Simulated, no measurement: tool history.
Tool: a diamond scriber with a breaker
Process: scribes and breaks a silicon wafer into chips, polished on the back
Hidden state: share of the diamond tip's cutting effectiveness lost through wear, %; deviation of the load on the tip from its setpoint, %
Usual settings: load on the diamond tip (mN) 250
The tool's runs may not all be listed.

run,hour,load on the diamond tip (mN),wafers since the last listed run,hours since the diamond tip was replaced,hours since the load on the tip was calibrated,"incoming depth of the damage left on the back of the incoming wafer, um",depth of the median crack under the scribed line (um),chips rejected at inspection after the break (%)
1,0,226,0,200.9,797.3,0.02,10.42,1.87
2,32,226,68,232.9,829.3,0.03,10.46,1.89
3,89.1,226,122,290,886.4,0.04,10.58,1.74
4,117,250,59,317.9,914.3,0.04,11.15,2.53
5,166.2,250,105,367.1,963.5,0.02,11,2.4
6,207.8,250,89,408.7,1005.1,0.04,11.34,2.6
7,249.2,250,88,450.1,1046.5,0.05,11.25,2.76
8,276.4,250,58,477.3,1073.7,0.05,11.18,2.76
9,333.1,250,121,534,1130.4,0.02,11.15,2.81
10,377.1,206,94,578,1174.4,0.04,9.98,1.98
11,443.6,280,142,644.5,1240.9,0.03,12.17,5.12
# hour 500.3: diamond tip replaced by a new one
12,653.9,280,446,153.6,1451.2,0.03,11.95,5.12
13,689.1,220,75,188.8,1486.4,0.03,10.37,1.84
# hour 695.4: load on the tip recalibrated
14,741.3,275,107,241,45.9,0.03,11.11,2.25
15,811.2,250,149,310.9,115.8,0.04,10.47,1.82
16,856.3,207,96,356,160.9,0.02,9.37,3.07
17,889.6,250,71,389.3,194.2,0.01,10.68,2.04
18,914.5,196,53,414.2,219.1,0.03,9.38,3.88
19,947.2,307,70,446.9,251.8,0.02,12.15,5.38

3 ways to go on from here, each from the tool as it stands after run 19. What would each give?
A,947.9,250,1,447.6,252.5,0.04,?,?
B,947.9,297,1,447.6,252.5,0.04,?,?
C,947.9,192,1,447.6,252.5,0.04,?,?

run,depth of the median crack under the scribed line (um),chips rejected at inspection after the break (%)
A,10.69,1.93
B,11.88,4.4
C,9.13,3.94
Without the tool's hidden state the same runs would have given:
run,depth of the median crack under the scribed line (um),chips rejected at inspection after the break (%)
A,10.35,1.78
B,11.49,3.31
C,8.83,5.2
